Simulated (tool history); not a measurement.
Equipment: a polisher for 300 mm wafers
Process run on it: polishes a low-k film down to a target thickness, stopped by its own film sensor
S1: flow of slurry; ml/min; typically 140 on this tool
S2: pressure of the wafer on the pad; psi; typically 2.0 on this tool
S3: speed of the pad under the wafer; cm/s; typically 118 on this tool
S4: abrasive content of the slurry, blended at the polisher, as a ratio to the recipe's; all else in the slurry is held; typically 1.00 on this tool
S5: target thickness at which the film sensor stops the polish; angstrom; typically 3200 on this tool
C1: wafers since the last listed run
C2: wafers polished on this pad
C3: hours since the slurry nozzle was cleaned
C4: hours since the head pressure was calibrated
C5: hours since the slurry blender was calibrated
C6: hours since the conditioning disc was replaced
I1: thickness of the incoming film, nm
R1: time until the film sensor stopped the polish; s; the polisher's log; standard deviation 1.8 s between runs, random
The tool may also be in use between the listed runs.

run   hour   S1   S2   S3    S4    S5   C1    C2     C3     C4     C5     C6     I1     R1
  1    0.0  140  2.0  118  1.00  3200    0   987  226.4  508.9  201.0   94.8  393.0  177.3
      15.1  -- worn pad replaced by a new one
  2   18.7  140  2.0  118  1.00  3200   75    18  245.1  527.6  219.7  113.5  382.4  150.2
  3   45.4  140  2.0  118  1.00  3200  137   155  271.8  554.3  246.4  140.2  396.8  181.1
  4   67.6  140  2.0  118  1.20  3200  114   269  294.0  576.5  268.6  162.4  387.9  154.6
  5   80.2  140  2.3  118  1.00  3200   64   334  306.6  589.1  281.2  175.0  396.5  160.3
  6   99.3  140  2.0  118  1.00  3200   98   432  325.7  608.2  300.3  194.1  385.5  160.9
     109.6  -- conditioning disc replaced and pad reconditioned
  7  126.9  140  2.0  118  1.00  3200  131   564  353.3  635.8  327.9   17.3  383.1  154.6
  8  156.8  140  2.0  118  1.00  3200  153   717  383.2  665.7  357.8   47.2  385.0  162.3
  9  186.6  140  2.0  106  1.00  3200  153   870  413.0  695.5  387.6   77.0  391.5  191.2
 10  220.4  140  2.0  106  1.00  3200  173  1044  446.8  729.3  421.4  110.8  396.9  210.2
     226.9  -- worn pad replaced by a new one, of another model than before
 11  241.7  140  2.0  142  1.00  3200   88    76  468.1  750.6  442.7  132.1  388.9  164.2
     253.7  -- head pressure recalibrated
 12  254.7  140  2.0  118  1.00  3200   56   132  481.1    1.0  455.7  145.1  385.4  171.0
 13  268.4  120  2.6  118  1.00  3200   70   202  494.8   14.7  469.4  158.8  383.1  154.5
     291.7  -- slurry nozzle cleaned
 14  292.8  140  2.0  118  1.00  3200  120   323    1.1   39.1  493.8  183.2  383.9  148.5
     301.0  -- conditioning disc replaced and pad reconditioned
 15  319.8   95  1.5  118  1.00  3270  128   451   28.1   66.1  520.8   18.8  390.7  208.0
     338.2  -- slurry blender recalibrated
 16  340.9  120  2.0  118  1.00  3200   98   549   49.2   87.2    2.7   39.9  389.3  171.3
 17  371.7  140  2.0  118  1.00  3200  158   708   80.0  118.0   33.5   70.7  388.7  160.1
     405.8  -- worn pad replaced by a new one
 18  406.3  110  2.0  148  1.20  3000  157     2  114.6  152.6   68.1  105.3  382.8  171.0
 19  426.1  120  2.0  118  1.25  3200  101   104  134.4  172.4   87.9  125.1  386.1  149.7
 20  456.0  140  2.0  118  1.00  3200  153   258  164.3  202.3  117.8  155.0  392.1  167.4
 21  483.6  140  2.0  118  1.10  3200  141   399  191.9  229.9  145.4  182.6  382.9  142.0
     509.8  -- conditioning disc replaced and pad reconditioned
 22  510.3  140  2.0  118  1.00  3200  126   526  218.6  256.6  172.1    0.5  389.4  163.6
 23  521.9  140  2.3  148  1.20  3300   59   586  230.2  268.2  183.7   12.1  391.8  111.8
 24  552.6  140  2.0   90  1.00  3270  157   744  260.9  298.9  214.4   42.8  395.2  175.8

For each run, what was the tool's unlogged condition?
removal rate lost through wear of the pad, %: 0, the same for each run
deviation of the head's pressure from its setpoint, %: 0, the same for each run
abrasive missing from the slurry, %: 0, the same for each run
time polished since the conditioner stopped cutting, s: 0, the same for each run
H1: slurry flow missing at the pad, %
run     H1
  1     12
  2   12.9
  3   14.2
  4   15.4
  5   16.1
  6   17.3
  7   19.1
  8   21.2
  9   23.4
 10   26.2
 11   28.1
 12   29.2
 13   30.5
 14  0.252
 15  0.327
 16  0.483
 17  0.863
 18   1.51
 19   1.98
 20   2.83
 21   3.77
 22   4.82
 23   5.31
 24   6.75
